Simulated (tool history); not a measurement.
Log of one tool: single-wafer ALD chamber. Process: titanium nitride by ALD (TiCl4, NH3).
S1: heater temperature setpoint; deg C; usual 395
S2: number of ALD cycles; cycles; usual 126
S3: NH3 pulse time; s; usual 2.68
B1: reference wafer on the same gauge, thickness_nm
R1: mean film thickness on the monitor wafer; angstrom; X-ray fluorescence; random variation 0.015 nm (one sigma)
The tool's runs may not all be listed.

Run 1, hour 0: usual settings; B1 3.041. Result: R1 28.48 angstrom.
Run 2, hour 90.8: usual settings; B1 3.037. Result: R1 28.26 angstrom.
Run 3, hour 148.7: usual settings but S1 385 deg C, S2 135 cycles; B1 3.038. Result: R1 30.07 angstrom.
Run 4, hour 196.3: usual settings; B1 3.042. Result: R1 28.63 angstrom.
Run 5, hour 257.6: usual settings; B1 3.038. Result: R1 28.07 angstrom.
At hour 287.2: gauge calibrated.
Run 6, hour 303.3: usual settings; B1 3.039. Result: R1 28.24 angstrom.
Run 7, hour 386.8: usual settings; B1 3.037. Result: R1 28.24 angstrom.
Run 8, hour 435.8: usual settings; B1 3.042. Result: R1 28.53 angstrom.
Run 9, hour 520.8: usual settings but S2 115 cycles; B1 3.045. Result: R1 25.94 angstrom.

The next listed run, before its measurement:
Run 10, hour 562.8: usual settings but S1 404 deg C, S2 139 cycles, S3 3.67 s; B1 ?. Result: R1 ?.

Run 10 gave B1 3.04, R1 31.79 angstrom.
Without the tool's hidden state the same run would have given R1 31.79 angstrom.
